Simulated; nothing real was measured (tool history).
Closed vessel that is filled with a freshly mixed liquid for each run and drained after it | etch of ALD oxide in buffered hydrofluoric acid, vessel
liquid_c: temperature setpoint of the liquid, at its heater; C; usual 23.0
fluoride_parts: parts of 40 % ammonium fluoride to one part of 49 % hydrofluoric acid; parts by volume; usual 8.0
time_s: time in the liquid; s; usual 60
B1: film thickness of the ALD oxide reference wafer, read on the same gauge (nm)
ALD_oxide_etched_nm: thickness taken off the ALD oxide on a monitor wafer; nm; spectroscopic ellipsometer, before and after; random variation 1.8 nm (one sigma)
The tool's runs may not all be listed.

run 1 hour=0.0 | liquid_c=23.0 fluoride_parts=8.0 time_s=40 | B1=129.98 | ALD_oxide_etched_nm=158.50
run 2 hour=32.6 | liquid_c=21.0 fluoride_parts=8.0 time_s=60 | B1=130.00 | ALD_oxide_etched_nm=213.78
run 3 hour=59.7 | liquid_c=23.0 fluoride_parts=6.5 time_s=60 | B1=129.99 | ALD_oxide_etched_nm=289.32
run 4 hour=88.0 | liquid_c=23.0 fluoride_parts=8.0 time_s=60 | B1=130.00 | ALD_oxide_etched_nm=240.59
run 5 hour=114.6 | liquid_c=23.0 fluoride_parts=8.0 time_s=60 | B1=130.02 | ALD_oxide_etched_nm=241.54
run 6 hour=148.9 | liquid_c=23.0 fluoride_parts=8.0 time_s=60 | B1=130.02 | ALD_oxide_etched_nm=240.49
run 7 hour=172.0 | liquid_c=23.0 fluoride_parts=8.0 time_s=60 | B1=129.98 | ALD_oxide_etched_nm=240.71
run 8 hour=186.0 | liquid_c=23.0 fluoride_parts=8.0 time_s=60 | B1=130.01 | ALD_oxide_etched_nm=240.62
run 9 hour=203.1 | liquid_c=23.0 fluoride_parts=8.0 time_s=60 | B1=130.01 | ALD_oxide_etched_nm=237.93
run 10 hour=219.9 | liquid_c=23.0 fluoride_parts=8.0 time_s=60 | B1=130.02 | ALD_oxide_etched_nm=237.50
-- hour=223.2 thermometer replaced
run 11 hour=245.3 | liquid_c=23.0 fluoride_parts=8.0 time_s=60 | B1=129.97 | ALD_oxide_etched_nm=241.00
run 12 hour=276.3 | liquid_c=23.0 fluoride_parts=8.0 time_s=60 | B1=130.03 | ALD_oxide_etched_nm=240.05
run 13 hour=295.0 | liquid_c=23.0 fluoride_parts=8.0 time_s=60 | B1=130.03 | ALD_oxide_etched_nm=243.17
-- hour=314.9 gauge calibrated
run 14 hour=324.9 | liquid_c=23.0 fluoride_parts=8.0 time_s=60 | B1=130.02 | ALD_oxide_etched_nm=241.64
run 15 hour=359.6 | liquid_c=23.0 fluoride_parts=8.0 time_s=60 | B1=130.00 | ALD_oxide_etched_nm=242.11
run 16 hour=385.5 | liquid_c=23.0 fluoride_parts=8.0 time_s=60 | B1=130.04 | ALD_oxide_etched_nm=241.48
run 17 hour=408.6 | liquid_c=23.0 fluoride_parts=10.5 time_s=80 | B1=130.00 | ALD_oxide_etched_nm=246.53
run 18 hour=433.6 | liquid_c=24.5 fluoride_parts=7.0 time_s=60 | B1=130.00 | ALD_oxide_etched_nm=296.73
run 19 hour=469.2 | liquid_c=23.0 fluoride_parts=9.5 time_s=60 | B1=130.01 | ALD_oxide_etched_nm=202.11
run 20 hour=505.0 | liquid_c=27.5 fluoride_parts=6.5 time_s=45 | B1=129.96 | ALD_oxide_etched_nm=277.79
run 21 hour=522.0 | liquid_c=23.0 fluoride_parts=8.0 time_s=60 | B1=130.01 | ALD_oxide_etched_nm=243.65
run 22 hour=544.8 | liquid_c=26.5 fluoride_parts=8.0 time_s=35 | B1=130.02 | ALD_oxide_etched_nm=170.87
run 23 hour=651.2 | liquid_c=21.5 fluoride_parts=9.5 time_s=40 | B1=129.98 | ALD_oxide_etched_nm=125.96
-- hour=657.9 hydrofluoric acid flow meter replaced
run 24 hour=672.7 | liquid_c=19.0 fluoride_parts=5.5 time_s=80 | B1=130.00 | ALD_oxide_etched_nm=338.30
run 25 hour=688.9 | liquid_c=23.0 fluoride_parts=8.0 time_s=60 | B1=129.97 | ALD_oxide_etched_nm=226.14
run 26 hour=715.2 | liquid_c=19.0 fluoride_parts=6.0 time_s=60 | B1=130.00 | ALD_oxide_etched_nm=238.13
run 27 hour=732.1 | liquid_c=23.0 fluoride_parts=8.0 time_s=60 | B1=130.00 | ALD_oxide_etched_nm=224.62
run 28 hour=749.4 | liquid_c=23.0 fluoride_parts=6.0 time_s=60 | B1=130.00 | ALD_oxide_etched_nm=295.87
run 29 hour=770.0 | liquid_c=20.0 fluoride_parts=9.0 time_s=85 | B1=130.02 | ALD_oxide_etched_nm=238.81
run 30 hour=795.9 | liquid_c=23.0 fluoride_parts=10.5 time_s=60 | B1=130.01 | ALD_oxide_etched_nm=175.73
run 31 hour=808.9 | liquid_c=26.0 fluoride_parts=10.0 time_s=80 | B1=130.00 | ALD_oxide_etched_nm=289.25
run 32 hour=838.5 | liquid_c=23.0 fluoride_parts=8.0 time_s=60 | B1=130.01 | ALD_oxide_etched_nm=228.58
run 33 hour=860.8 | liquid_c=23.0 fluoride_parts=8.0 time_s=75 | B1=130.00 | ALD_oxide_etched_nm=285.76
run 34 hour=896.0 | liquid_c=20.5 fluoride_parts=10.5 time_s=30 | B1=130.03 | ALD_oxide_etched_nm=77.45

The same runs without the tool's hidden state, with the same run-to-run variation:
The hidden state here: liquid colder than its thermometer reads (K); hydrofluoric acid flow above the setpoint (%); gauge reads high (%).
run=1 ALD_oxide_etched_nm=147.88
run=2 ALD_oxide_etched_nm=199.13
run=3 ALD_oxide_etched_nm=273.06
run=4 ALD_oxide_etched_nm=223.50
run=5 ALD_oxide_etched_nm=224.08
run=6 ALD_oxide_etched_nm=222.76
run=7 ALD_oxide_etched_nm=222.71
run=8 ALD_oxide_etched_nm=222.46
run=9 ALD_oxide_etched_nm=219.81
run=10 ALD_oxide_etched_nm=219.22
run=11 ALD_oxide_etched_nm=222.16
run=12 ALD_oxide_etched_nm=220.97
run=13 ALD_oxide_etched_nm=223.64
run=14 ALD_oxide_etched_nm=221.91
run=15 ALD_oxide_etched_nm=221.95
run=16 ALD_oxide_etched_nm=221.11
run=17 ALD_oxide_etched_nm=230.15
run=18 ALD_oxide_etched_nm=275.94
run=19 ALD_oxide_etched_nm=188.86
run=20 ALD_oxide_etched_nm=257.72
run=21 ALD_oxide_etched_nm=221.64
run=22 ALD_oxide_etched_nm=155.28
run=23 ALD_oxide_etched_nm=116.66
run=24 ALD_oxide_etched_nm=336.06
run=25 ALD_oxide_etched_nm=224.03
run=26 ALD_oxide_etched_nm=236.14
run=27 ALD_oxide_etched_nm=222.04
run=28 ALD_oxide_etched_nm=292.98
run=29 ALD_oxide_etched_nm=235.58
run=30 ALD_oxide_etched_nm=173.39
run=31 ALD_oxide_etched_nm=286.63
run=32 ALD_oxide_etched_nm=224.68
run=33 ALD_oxide_etched_nm=280.58
run=34 ALD_oxide_etched_nm=76.06
